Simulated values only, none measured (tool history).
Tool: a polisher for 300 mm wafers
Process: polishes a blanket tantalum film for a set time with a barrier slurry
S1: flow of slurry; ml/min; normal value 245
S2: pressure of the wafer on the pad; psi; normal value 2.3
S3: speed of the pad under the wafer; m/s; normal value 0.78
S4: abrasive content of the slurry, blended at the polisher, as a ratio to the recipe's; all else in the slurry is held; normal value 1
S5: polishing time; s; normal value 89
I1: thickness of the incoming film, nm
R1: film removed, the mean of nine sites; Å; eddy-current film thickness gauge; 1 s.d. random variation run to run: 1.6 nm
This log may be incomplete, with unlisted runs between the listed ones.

run 1 hour=0 | S1=290 S2=2.3 S3=0.78 S4=1 S5=89 | I1=437.4 | R1=1547
-- hour=11.3 slurry nozzle cleaned
run 2 hour=15.8 | S1=290 S2=2.3 S3=0.78 S4=1 S5=89 | I1=440.9 | R1=1535
run 3 hour=24.9 | S1=245 S2=2.3 S3=0.78 S4=1 S5=89 | I1=438 | R1=1512
run 4 hour=41.1 | S1=245 S2=2.3 S3=0.78 S4=1 S5=70 | I1=437.1 | R1=1210
run 5 hour=48.3 | S1=245 S2=2.3 S3=0.78 S4=1 S5=70 | I1=441.6 | R1=1195
run 6 hour=55.8 | S1=245 S2=2.3 S3=0.78 S4=1 S5=70 | I1=433.4 | R1=1201
-- hour=67.9 worn pad replaced by a new one
run 7 hour=100.7 | S1=215 S2=2.3 S3=0.96 S4=1 S5=89 | I1=439.7 | R1=1784
run 8 hour=112 | S1=325 S2=2.7 S3=0.78 S4=0.9 S5=89 | I1=433 | R1=1754
run 9 hour=128.4 | S1=245 S2=2.3 S3=0.7 S4=1 S5=89 | I1=444 | R1=1399
run 10 hour=141.6 | S1=245 S2=2.3 S3=1.02 S4=1 S5=89 | I1=445.1 | R1=1921
run 11 hour=150.2 | S1=325 S2=2.3 S3=0.94 S4=1.15 S5=89 | I1=445.3 | R1=1929
run 12 hour=156.3 | S1=245 S2=2.3 S3=0.78 S4=0.85 S5=89 | I1=437.5 | R1=1449
run 13 hour=169.8 | S1=245 S2=2.3 S3=0.78 S4=1 S5=89 | I1=440.8 | R1=1550
-- hour=183.7 worn pad replaced by a new one
run 14 hour=198.7 | S1=245 S2=2.6 S3=1.06 S4=1.3 S5=89 | I1=432.5 | R1=2408
run 15 hour=211.9 | S1=190 S2=2.3 S3=0.56 S4=1.25 S5=105 | I1=440.4 | R1=1435
run 16 hour=226.3 | S1=215 S2=2.7 S3=0.68 S4=0.8 S5=89 | I1=441.4 | R1=1456
run 17 hour=232.7 | S1=295 S2=2.3 S3=1 S4=1.15 S5=70 | I1=442.5 | R1=1585
run 18 hour=240.1 | S1=245 S2=2.3 S3=0.78 S4=1 S5=120 | I1=447.7 | R1=2052
run 19 hour=254.9 | S1=225 S2=2.3 S3=0.78 S4=1 S5=76 | I1=440.9 | R1=1298
run 20 hour=272.6 | S1=245 S2=2.3 S3=0.78 S4=1 S5=89 | I1=442.6 | R1=1547
-- hour=275.3 slurry blender recalibrated
-- hour=286.2 head pressure recalibrated
run 21 hour=288.3 | S1=245 S2=2.3 S3=0.78 S4=1 S5=70 | I1=444.1 | R1=1164
-- hour=294.2 worn pad replaced by a new one
run 22 hour=298.9 | S1=245 S2=2.3 S3=0.78 S4=1 S5=89 | I1=433.2 | R1=1508
run 23 hour=307.4 | S1=245 S2=2.3 S3=0.78 S4=1 S5=89 | I1=443.5 | R1=1494
run 24 hour=325.4 | S1=245 S2=2.3 S3=0.68 S4=1 S5=89 | I1=435.7 | R1=1360
run 25 hour=336.5 | S1=245 S2=2.3 S3=0.94 S4=0.85 S5=89 | I1=438.1 | R1=1656
-- hour=343.4 slurry nozzle cleaned
run 26 hour=344.4 | S1=245 S2=2.8 S3=0.78 S4=0.8 S5=89 | I1=436.1 | R1=1673
run 27 hour=354.9 | S1=245 S2=2.3 S3=0.78 S4=1 S5=89 | I1=437.5 | R1=1474
-- hour=403.3 worn pad replaced by a new one
run 28 hour=403.8 | S1=245 S2=2 S3=0.78 S4=1.1 S5=89 | I1=436.4 | R1=1352
run 29 hour=411.9 | S1=245 S2=2.3 S3=0.78 S4=1 S5=89 | I1=442.6 | R1=1534

Branching from run 29: 5 alternative next runs. What would each branch give?
run A hour=412.4 | S1=190 S2=2.3 S3=0.78 S4=1 S5=89 | I1=448.3 | R1=?
run B hour=412.4 | S1=245 S2=2.5 S3=0.78 S4=1.2 S5=80 | I1=448.3 | R1=?
run C hour=412.4 | S1=245 S2=2.9 S3=0.78 S4=1 S5=89 | I1=448.3 | R1=?
run D hour=412.4 | S1=220 S2=1.8 S3=0.78 S4=1.15 S5=106 | I1=448.3 | R1=?
run E hour=412.4 | S1=245 S2=2.3 S3=0.64 S4=1.1 S5=89 | I1=448.3 | R1=?

run=A R1=1511
run=B R1=1605
run=C R1=1959
run=D R1=1496
run=E R1=1361
Without the tool's unlogged condition, the same runs would have read:
run=A R1=1488
run=B R1=1582
run=C R1=1930
run=D R1=1474
run=E R1=1340

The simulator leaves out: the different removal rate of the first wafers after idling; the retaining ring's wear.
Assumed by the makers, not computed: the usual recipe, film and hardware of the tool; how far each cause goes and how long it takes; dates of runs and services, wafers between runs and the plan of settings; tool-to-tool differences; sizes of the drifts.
